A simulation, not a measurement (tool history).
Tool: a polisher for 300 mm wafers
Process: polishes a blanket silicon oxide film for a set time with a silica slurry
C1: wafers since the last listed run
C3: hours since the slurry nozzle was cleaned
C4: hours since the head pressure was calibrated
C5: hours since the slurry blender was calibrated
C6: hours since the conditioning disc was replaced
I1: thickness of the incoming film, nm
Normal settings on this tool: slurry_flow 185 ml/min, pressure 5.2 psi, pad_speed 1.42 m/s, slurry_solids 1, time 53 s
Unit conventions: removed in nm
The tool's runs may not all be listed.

{"run": 1, "hour": 0.0, "slurry_flow": 185, "pressure": 5.2, "pad_speed": 1.42, "slurry_solids": 1, "time": 53, "C1": 0, "wafers polished on this pad": 3810, "C3": 87.6, "C4": 564.5, "C5": 70.8, "C6": 227.8, "I1": 1732.7, "removed": 238.3}
{"run": 2, "hour": 69.9, "slurry_flow": 185, "pressure": 5.2, "pad_speed": 1.42, "slurry_solids": 1, "time": 53, "C1": 974, "wafers polished on this pad": 4784, "C3": 157.5, "C4": 634.4, "C5": 140.7, "C6": 297.7, "I1": 1769.8, "removed": 236.1}
{"run": 3, "hour": 97.5, "slurry_flow": 185, "pressure": 5.2, "pad_speed": 1.42, "slurry_solids": 1, "time": 53, "C1": 384, "wafers polished on this pad": 5169, "C3": 185.1, "C4": 662, "C5": 168.3, "C6": 325.3, "I1": 1773.7, "removed": 235.7}
{"run": 4, "hour": 128.6, "slurry_flow": 240, "pressure": 5.2, "pad_speed": 1.42, "slurry_solids": 1, "time": 53, "C1": 433, "wafers polished on this pad": 5603, "C3": 216.2, "C4": 693.1, "C5": 199.4, "C6": 356.4, "I1": 1747.8, "removed": 244.4}
{"hour": 161.9, "done": "worn pad replaced by a new one"}
{"run": 5, "hour": 181.9, "slurry_flow": 185, "pressure": 5.2, "pad_speed": 1.42, "slurry_solids": 1.25, "time": 39, "C1": 687, "wafers polished on this pad": 279, "C3": 269.5, "C4": 746.4, "C5": 252.7, "C6": 409.7, "I1": 1731.4, "removed": 192.7}
{"run": 6, "hour": 219.4, "slurry_flow": 185, "pressure": 6.1, "pad_speed": 1.58, "slurry_solids": 1.15, "time": 53, "C1": 522, "wafers polished on this pad": 802, "C3": 307, "C4": 783.9, "C5": 290.2, "C6": 447.2, "I1": 1790.8, "removed": 316.8}
{"run": 7, "hour": 261.7, "slurry_flow": 185, "pressure": 6.4, "pad_speed": 1.42, "slurry_solids": 1, "time": 53, "C1": 589, "wafers polished on this pad": 1392, "C3": 349.3, "C4": 826.2, "C5": 332.5, "C6": 489.5, "I1": 1772.6, "removed": 288}
{"hour": 283.9, "done": "conditioning disc replaced and pad reconditioned"}
{"hour": 293.2, "done": "slurry nozzle cleaned"}
{"run": 8, "hour": 321.4, "slurry_flow": 185, "pressure": 5.2, "pad_speed": 1.62, "slurry_solids": 0.75, "time": 48, "C1": 790, "wafers polished on this pad": 2182, "C3": 28.2, "C4": 885.9, "C5": 392.2, "C6": 37.5, "I1": 1740.3, "removed": 207.7}
{"hour": 337.1, "done": "slurry blender recalibrated"}
{"run": 9, "hour": 374.6, "slurry_flow": 185, "pressure": 5.2, "pad_speed": 1.42, "slurry_solids": 1, "time": 53, "C1": 713, "wafers polished on this pad": 2896, "C3": 81.4, "C4": 939.1, "C5": 37.5, "C6": 90.7, "I1": 1778.9, "removed": 234.4}
{"run": 10, "hour": 429.1, "slurry_flow": 185, "pressure": 5.2, "pad_speed": 1.42, "slurry_solids": 1, "time": 53, "C1": 759, "wafers polished on this pad": 3656, "C3": 135.9, "C4": 993.6, "C5": 92, "C6": 145.2, "I1": 1763.8, "removed": 233.7}
{"run": 11, "hour": 476.9, "slurry_flow": 145, "pressure": 5.2, "pad_speed": 1.64, "slurry_solids": 1.1, "time": 64, "C1": 666, "wafers polished on this pad": 4322, "C3": 183.7, "C4": 1041.4, "C5": 139.8, "C6": 193, "I1": 1769.3, "removed": 315.4}
{"run": 12, "hour": 540.7, "slurry_flow": 185, "pressure": 4.3, "pad_speed": 1.42, "slurry_solids": 1.3, "time": 53, "C1": 889, "wafers polished on this pad": 5212, "C3": 247.5, "C4": 1105.2, "C5": 203.6, "C6": 256.8, "I1": 1791, "removed": 220.9}
{"hour": 602.1, "done": "worn pad replaced by a new one"}
{"run": 13, "hour": 607.7, "slurry_flow": 185, "pressure": 5.2, "pad_speed": 1.42, "slurry_solids": 1, "time": 53, "C1": 878, "wafers polished on this pad": 78, "C3": 314.5, "C4": 1172.2, "C5": 270.6, "C6": 323.8, "I1": 1787.9, "removed": 238.9}
{"hour": 657.1, "done": "head pressure recalibrated"}
{"run": 14, "hour": 658.0, "slurry_flow": 150, "pressure": 5.2, "pad_speed": 0.98, "slurry_solids": 1, "time": 53, "C1": 673, "wafers polished on this pad": 751, "C3": 364.8, "C4": 0.9, "C5": 320.9, "C6": 374.1, "I1": 1756.7, "removed": 183.1}
{"run": 15, "hour": 684.9, "slurry_flow": 185, "pressure": 5.2, "pad_speed": 1.6, "slurry_solids": 1, "time": 53, "C1": 375, "wafers polished on this pad": 1127, "C3": 391.7, "C4": 27.8, "C5": 347.8, "C6": 401, "I1": 1775.8, "removed": 275.3}
{"hour": 735.5, "done": "slurry nozzle cleaned"}
{"run": 16, "hour": 738.5, "slurry_flow": 185, "pressure": 5.2, "pad_speed": 1.42, "slurry_solids": 0.9, "time": 53, "C1": 733, "wafers polished on this pad": 1860, "C3": 3, "C4": 81.4, "C5": 401.4, "C6": 454.6, "I1": 1771.1, "removed": 238.9}
{"hour": 753.1, "done": "conditioning disc replaced and pad reconditioned"}
{"run": 17, "hour": 780.6, "slurry_flow": 205, "pressure": 5.2, "pad_speed": 1.74, "slurry_solids": 0.9, "time": 53, "C1": 559, "wafers polished on this pad": 2419, "C3": 45.1, "C4": 123.5, "C5": 443.5, "C6": 27.5, "I1": 1753, "removed": 284}
{"run": 18, "hour": 815.3, "slurry_flow": 185, "pressure": 5.2, "pad_speed": 1.2, "slurry_solids": 1, "time": 53, "C1": 483, "wafers polished on this pad": 2903, "C3": 79.8, "C4": 158.2, "C5": 478.2, "C6": 62.2, "I1": 1771.1, "removed": 217}
{"hour": 823.4, "done": "slurry blender recalibrated"}
{"run": 19, "hour": 851.1, "slurry_flow": 135, "pressure": 5.2, "pad_speed": 1.42, "slurry_solids": 0.9, "time": 35, "C1": 471, "wafers polished on this pad": 3374, "C3": 115.6, "C4": 194, "C5": 27.7, "C6": 98, "I1": 1791.2, "removed": 144.9}
{"run": 20, "hour": 909.9, "slurry_flow": 220, "pressure": 5.2, "pad_speed": 1.08, "slurry_solids": 1.2, "time": 36, "C1": 819, "wafers polished on this pad": 4194, "C3": 174.4, "C4": 252.8, "C5": 86.5, "C6": 156.8, "I1": 1761.4, "removed": 143.9}
{"run": 21, "hour": 974.5, "slurry_flow": 185, "pressure": 5.2, "pad_speed": 1.42, "slurry_solids": 1.3, "time": 53, "C1": 900, "wafers polished on this pad": 5095, "C3": 239, "C4": 317.4, "C5": 151.1, "C6": 221.4, "I1": 1731.6, "removed": 268.3}
{"run": 22, "hour": 1036.5, "slurry_flow": 185, "pressure": 5.2, "pad_speed": 1.18, "slurry_solids": 1, "time": 43, "C1": 864, "wafers polished on this pad": 5959, "C3": 301, "C4": 379.4, "C5": 213.1, "C6": 283.4, "I1": 1768.6, "removed": 167.7}
{"hour": 1063.4, "done": "worn pad replaced by a new one"}
{"run": 23, "hour": 1077.8, "slurry_flow": 185, "pressure": 5.2, "pad_speed": 1.16, "slurry_solids": 1, "time": 36, "C1": 520, "wafers polished on this pad": 200, "C3": 342.3, "C4": 420.7, "C5": 254.4, "C6": 324.7, "I1": 1783.5, "removed": 142.1}
{"run": 24, "hour": 1123.1, "slurry_flow": 185, "pressure": 5.2, "pad_speed": 1.42, "slurry_solids": 1, "time": 59, "C1": 631, "wafers polished on this pad": 831, "C3": 387.6, "C4": 466, "C5": 299.7, "C6": 370, "I1": 1746, "removed": 268.9}
{"hour": 1129.8, "done": "slurry nozzle cleaned"}
{"hour": 1145.1, "done": "conditioning disc replaced and pad reconditioned"}
{"run": 25, "hour": 1183.9, "slurry_flow": 185, "pressure": 5.2, "pad_speed": 1.58, "slurry_solids": 1, "time": 47, "C1": 805, "wafers polished on this pad": 1637, "C3": 54.1, "C4": 526.8, "C5": 360.5, "C6": 38.8, "I1": 1753.8, "removed": 230.4}

The same runs without the tool's hidden state, with the same run-to-run variation:
Hidden state present: removal rate lost through wear of the pad, %; slurry flow missing at the pad, %; deviation of the head's pressure from its setpoint, %; abrasive missing from the slurry, %; time polished since the conditioner stopped cutting, s.
run=1 removed=253.3
run=2 removed=254
run=3 removed=254.8
run=4 removed=265.7
run=5 removed=202.1
run=6 removed=334.4
run=7 removed=306.2
run=8 removed=223.1
run=9 removed=254
run=10 removed=255.7
run=11 removed=348
run=12 removed=246.4
run=13 removed=258.4
run=14 removed=185.9
run=15 removed=280.8
run=16 removed=245.9
run=17 removed=294.4
run=18 removed=226.2
run=19 removed=152
run=20 removed=152.4
run=21 removed=287.4
run=22 removed=181.6
run=23 removed=148.2
run=24 removed=282.7
run=25 removed=244.7
